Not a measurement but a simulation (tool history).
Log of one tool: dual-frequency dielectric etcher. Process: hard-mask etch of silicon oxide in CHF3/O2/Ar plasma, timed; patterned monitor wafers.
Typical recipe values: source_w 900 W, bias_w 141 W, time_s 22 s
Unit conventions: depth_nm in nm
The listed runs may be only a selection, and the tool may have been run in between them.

| run | day | source_w | bias_w | time_s | wafers since the last listed run | hours since the last wet clean | hours since the last source power generator calibration | hours since the last bias power generator calibration | hours since the last upper electrode change | hours since the gauge calibration | read-back reference wafer on the same gauge, depth_nm | depth_nm |
|---|---|---|---|---|---|---|---|---|---|---|---|---|
| 1 | 0 | 900 | 141 | 22 | 0 | 223.7 | 4320.9 | 3177.5 | 4474.8 | 16.8 | 44.94 | 50.7 |
| 2 | 0.658 | 900 | 141 | 22 | 253 | 239.5 | 4336.7 | 3193.3 | 4490.6 | 32.6 | 44.83 | 50.98 |
| 3 | 0.958 | 820 | 141 | 23.5 | 115 | 246.7 | 4343.9 | 3200.5 | 4497.8 | 39.8 | 44.93 | 51.85 |
| 4 | 1.554 | 900 | 141 | 22 | 229 | 261 | 4358.2 | 3214.8 | 4512.1 | 54.1 | 44.92 | 50.8 |
| 5 | 1.862 | 900 | 141 | 22 | 118 | 268.4 | 4365.6 | 3222.2 | 4519.5 | 61.5 | 44.9 | 51.13 |
| 6 | 2.229 | 900 | 141 | 22 | 141 | 277.2 | 4374.4 | 3231 | 4528.3 | 70.3 | 44.94 | 50.87 |
| 7 | 2.871 | 900 | 141 | 22 | 247 | 292.6 | 4389.8 | 3246.4 | 4543.7 | 85.7 | 44.92 | 51.24 |
| 8 | 3.292 | 900 | 141 | 22 | 162 | 302.7 | 4399.9 | 3256.5 | 4553.8 | 95.8 | 44.92 | 51.12 |
|  | 3.788 | source power generator calibrated |
|  | 4.754 | upper electrode replaced |
| 9 | 4.775 | 900 | 141 | 22 | 135 | 338.3 | 23.7 | 3292.1 | 0.5 | 131.4 | 44.84 | 51.39 |
| 10 | 5.3 | 900 | 141 | 22 | 202 | 350.9 | 36.3 | 3304.7 | 13.1 | 144 | 44.91 | 51.3 |
|  | 6.492 | gauge calibrated |
|  | 6.725 | wet clean of the chamber |
| 11 | 6.746 | 690 | 141 | 24.5 | 171 | 0.5 | 71 | 3339.4 | 47.8 | 6.1 | 44.83 | 47.04 |
| 12 | 6.758 | 990 | 141 | 17.5 | 4 | 0.8 | 71.3 | 3339.7 | 48.1 | 6.4 | 44.87 | 40.66 |
| 13 | 6.771 | 900 | 141 | 18 | 4 | 1.1 | 71.6 | 3340 | 48.4 | 6.7 | 44.9 | 39.86 |
| 14 | 7.262 | 900 | 141 | 22 | 189 | 12.9 | 83.4 | 3351.8 | 60.2 | 18.5 | 44.92 | 48.74 |
| 15 | 7.638 | 710 | 132 | 26.5 | 144 | 21.9 | 92.4 | 3360.8 | 69.2 | 27.5 | 44.93 | 50.52 |
| 16 | 8.3 | 900 | 132 | 22 | 255 | 37.8 | 108.3 | 3376.7 | 85.1 | 43.4 | 44.9 | 47.6 |
|  | 8.779 | bias power generator calibrated |
| 17 | 8.896 | 900 | 117 | 20 | 165 | 52.1 | 122.6 | 2.8 | 99.4 | 57.7 | 44.98 | 41.72 |
| 18 | 9.558 | 1060 | 132 | 22 | 255 | 68 | 138.5 | 18.7 | 115.3 | 73.6 | 44.94 | 51.68 |
| 19 | 10.067 | 900 | 141 | 24.5 | 195 | 80.2 | 150.7 | 30.9 | 127.5 | 85.8 | 44.84 | 54.71 |
| 20 | 10.421 | 900 | 141 | 22 | 136 | 88.7 | 159.2 | 39.4 | 136 | 94.3 | 44.95 | 49.04 |
| 21 | 11.1 | 900 | 164 | 22 | 261 | 105 | 175.5 | 55.7 | 152.3 | 110.6 | 44.9 | 51.98 |

Predict each of these 4 candidate next runs independently; none follows another, all start after run 21:
| A | 11.117 | 900 | 141 | 22 | 6 | 105.4 | 175.9 | 56.1 | 152.7 | 111 | ? | ? |
| B | 11.117 | 1090 | 109 | 22 | 6 | 105.4 | 175.9 | 56.1 | 152.7 | 111 | ? | ? |
| C | 11.117 | 800 | 172 | 24 | 6 | 105.4 | 175.9 | 56.1 | 152.7 | 111 | ? | ? |
| D | 11.117 | 730 | 141 | 22 | 6 | 105.4 | 175.9 | 56.1 | 152.7 | 111 | ? | ? |

| run | read-back reference wafer on the same gauge, depth_nm | depth_nm |
|---|---|---|
| A | 44.89 | 49.2 |
| B | 44.89 | 49.46 |
| C | 44.89 | 54.37 |
| D | 44.89 | 44.1 |
What these runs would have given with no unlogged condition in the tool:
| run | depth_nm |
|---|---|
| A | 49.2 |
| B | 49.45 |
| C | 54.37 |
| D | 44.1 |

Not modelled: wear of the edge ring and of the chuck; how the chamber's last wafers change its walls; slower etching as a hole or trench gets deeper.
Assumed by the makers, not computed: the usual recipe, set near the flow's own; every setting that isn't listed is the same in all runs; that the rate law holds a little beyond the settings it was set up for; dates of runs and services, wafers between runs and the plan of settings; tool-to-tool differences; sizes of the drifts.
